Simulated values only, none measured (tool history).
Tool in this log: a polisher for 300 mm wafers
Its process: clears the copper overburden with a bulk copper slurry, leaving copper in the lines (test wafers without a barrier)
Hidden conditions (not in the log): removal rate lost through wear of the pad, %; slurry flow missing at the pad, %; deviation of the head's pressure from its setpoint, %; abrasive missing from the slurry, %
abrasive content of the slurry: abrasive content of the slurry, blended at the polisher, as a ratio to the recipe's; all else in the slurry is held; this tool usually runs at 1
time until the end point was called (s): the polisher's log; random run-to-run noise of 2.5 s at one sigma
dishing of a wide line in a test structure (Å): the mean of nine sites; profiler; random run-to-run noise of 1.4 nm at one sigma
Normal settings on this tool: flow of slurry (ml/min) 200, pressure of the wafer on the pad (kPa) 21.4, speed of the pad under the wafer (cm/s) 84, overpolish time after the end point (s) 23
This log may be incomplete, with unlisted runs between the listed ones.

run,hour,flow of slurry (ml/min),pressure of the wafer on the pad (kPa),speed of the pad under the wafer (cm/s),abrasive content of the slurry,overpolish time after the end point (s),wafers since the last listed run,wafers polished on this pad,hours since the slurry nozzle was cleaned,hours since the head pressure was calibrated,hours since the slurry blender was calibrated,"incoming thickness of the incoming film, nm",time until the end point was called (s),dishing of a wide line in a test structure (Å)
1,0,200,21.4,84,1,23,0,1579,394.6,328.5,79.2,977,142.4,960
2,35.5,200,21.4,84,1,23,170,1750,430.1,364,114.7,987.3,138.3,973
# hour 42.8: worn pad replaced by a new one
3,60.2,200,21.4,84,1,23,99,83,454.8,388.7,139.4,983.9,136.2,941
4,86.6,200,21.4,84,1,23,127,210,481.2,415.1,165.8,975.4,138.5,931
# hour 112.7: slurry nozzle cleaned
5,135.7,200,21.4,84,1,23,231,442,23,464.2,214.9,983,140.4,964
6,191.7,200,24.1,84,1,23,269,711,79,520.2,270.9,983.9,129.9,1037
# hour 306.1: slurry blender recalibrated
7,377.1,200,21.4,84,1.05,23,882,1594,264.4,705.6,71,960.9,135.5,955
8,403,200,21.4,84,1.05,23,124,1719,290.3,731.5,96.9,981.5,137.6,942
# hour 455.3: worn pad replaced by a new one
9,455.8,200,21.4,84,1,23,234,2,343.1,784.3,149.7,981.4,146.2,931
10,482.8,200,21.4,84,1,36,129,132,370.1,811.3,176.7,967.7,145.4,1204
11,545.3,200,21.4,84,1.3,19,300,433,432.6,873.8,239.2,992,132.4,876
12,575.9,200,24.8,84,1,28,147,580,463.2,904.4,269.8,987.2,140.3,1123
# hour 628.9: slurry nozzle cleaned
13,634.7,180,21.4,84,1,27,278,858,5.8,963.2,328.6,961.3,149.7,991
# hour 666.4: slurry blender recalibrated
14,667.1,130,16.5,84,1,23,146,1005,38.2,995.6,0.7,978.1,182,782
# hour 688.2: head pressure recalibrated
15,735.9,245,21.4,96,1,23,321,1326,107,47.7,69.5,970,118.7,1052
16,801.5,200,21.4,84,1,23,315,1642,172.6,113.3,135.1,985,139.1,985
17,847.6,200,21.4,84,1,23,221,1864,218.7,159.4,181.2,982.7,138.9,942
# hour 867.7: worn pad replaced by a new one
18,897.9,180,21.4,84,1,23,222,145,269,209.7,231.5,974,139.4,965
19,968.4,230,21.4,84,1.25,23,339,485,339.5,280.2,302,986.1,126,1018
20,1012.9,200,21.4,84,1,28,214,699,384,324.7,346.5,977.5,135.5,1086
# hour 1065.2: slurry blender recalibrated
21,1082.4,155,23.4,66,0.8,23,324,1024,453.5,394.2,17.2,975.1,167.4,836
22,1142.5,250,23.4,70,1.25,23,289,1313,513.6,454.3,77.3,968.6,134.8,967
23,1177.5,200,21.4,84,1,29,168,1482,548.6,489.3,112.3,972.6,137.3,1074
# hour 1212.6: slurry nozzle cleaned
24,1233.4,200,25.5,84,1.3,10,264,1746,20.8,545.2,168.2,997.3,116.7,595
25,1264.4,200,21.4,84,1,23,149,1895,51.8,576.2,199.2,970.3,140.7,957
# hour 1283.5: worn pad replaced by a new one
26,1304.1,200,24.8,84,1,11,171,99,91.5,615.9,238.9,987.8,129.5,583
27,1349.3,140,24.1,84,1,28,217,316,136.7,661.1,284.1,990.6,136.7,1111

Consider 5 possible next runs. They are alternatives, not a sequence: every one starts from the tool as it was left by run 27. What does each give?
A,1349.8,200,21.4,84,1,23,2,319,137.2,661.6,284.6,974.6,?,?
B,1349.8,200,28.3,100,0.75,35,2,319,137.2,661.6,284.6,974.6,?,?
C,1349.8,140,21.4,84,1,23,2,319,137.2,661.6,284.6,974.6,?,?
D,1349.8,200,17.2,106,1,23,2,319,137.2,661.6,284.6,974.6,?,?
E,1349.8,200,21.4,84,1,16,2,319,137.2,661.6,284.6,974.6,?,?

run,time until the end point was called (s),dishing of a wide line in a test structure (Å)
A,141.5,959
B,116.8,1428
C,145.6,941
D,134.5,974
E,141.5,736
With no hidden state in the tool, these same runs would have given:
run,time until the end point was called (s),dishing of a wide line in a test structure (Å)
A,136.7,987
B,112.8,1463
C,140.7,968
D,129.9,1002
E,136.7,759
